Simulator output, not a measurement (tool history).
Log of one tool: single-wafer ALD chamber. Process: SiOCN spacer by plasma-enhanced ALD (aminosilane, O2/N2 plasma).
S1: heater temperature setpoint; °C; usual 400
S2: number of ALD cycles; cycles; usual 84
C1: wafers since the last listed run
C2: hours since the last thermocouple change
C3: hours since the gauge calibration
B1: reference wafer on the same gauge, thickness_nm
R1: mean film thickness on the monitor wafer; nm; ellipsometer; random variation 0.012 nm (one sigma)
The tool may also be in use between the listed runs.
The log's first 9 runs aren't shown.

| run | hour | S1 | S2 | C1 | C2 | C3 | B1 | R1 |
|---|---|---|---|---|---|---|---|---|
| 10 | 242.9 | 404 | 84 | 99 | 1633.3 | 404.5 | 4.793 | 4.867 |
| 11 | 269.3 | 404 | 84 | 87 | 1659.7 | 430.9 | 4.783 | 4.867 |
| 12 | 304.7 | 400 | 84 | 117 | 1695.1 | 466.3 | 4.790 | 4.885 |
| 13 | 322.0 | 407 | 88 | 57 | 1712.4 | 483.6 | 4.790 | 5.037 |
| 14 | 354.4 | 407 | 88 | 107 | 1744.8 | 516.0 | 4.789 | 5.033 |
| 15 | 385.6 | 407 | 88 | 103 | 1776.0 | 547.2 | 4.789 | 5.042 |
| 16 | 399.0 | 400 | 84 | 44 | 1789.4 | 560.6 | 4.799 | 4.883 |
| 17 | 432.6 | 400 | 84 | 111 | 1823.0 | 594.2 | 4.792 | 4.895 |
| 18 | 451.3 | 400 | 84 | 62 | 1841.7 | 612.9 | 4.789 | 4.883 |
| 19 | 465.4 | 400 | 84 | 46 | 1855.8 | 627.0 | 4.799 | 4.908 |
|  | 488.6 | gauge calibrated |
| 20 | 523.5 | 394 | 70 | 192 | 1913.9 | 34.9 | 4.789 | 4.124 |
|  | 537.3 | thermocouple changed; heater temperature recalibrated |
| 21 | 553.1 | 392 | 79 | 71 | 15.8 | 64.5 | 4.789 | 4.673 |
| 22 | 579.6 | 400 | 84 | 87 | 42.3 | 91.0 | 4.791 | 4.856 |
| 23 | 614.5 | 400 | 84 | 115 | 77.2 | 125.9 | 4.786 | 4.864 |
| 24 | 642.0 | 410 | 99 | 91 | 104.7 | 153.4 | 4.791 | 5.569 |
| 25 | 670.9 | 407 | 84 | 95 | 133.6 | 182.3 | 4.790 | 4.765 |
| 26 | 703.9 | 400 | 84 | 109 | 166.6 | 215.3 | 4.789 | 4.846 |

Run 27 comes next. What will it give?
|  | 735.2 | thermocouple changed; heater temperature recalibrated, repeated, since the last time left the tool worse |
| 27 | 739.3 | 387 | 68 | 90 | 4.1 | 250.7 | ? | ? |

Run 27 gave B1 4.791, R1 4.019 nm.
Without the tool's hidden state the same run would have given R1 4.019 nm.

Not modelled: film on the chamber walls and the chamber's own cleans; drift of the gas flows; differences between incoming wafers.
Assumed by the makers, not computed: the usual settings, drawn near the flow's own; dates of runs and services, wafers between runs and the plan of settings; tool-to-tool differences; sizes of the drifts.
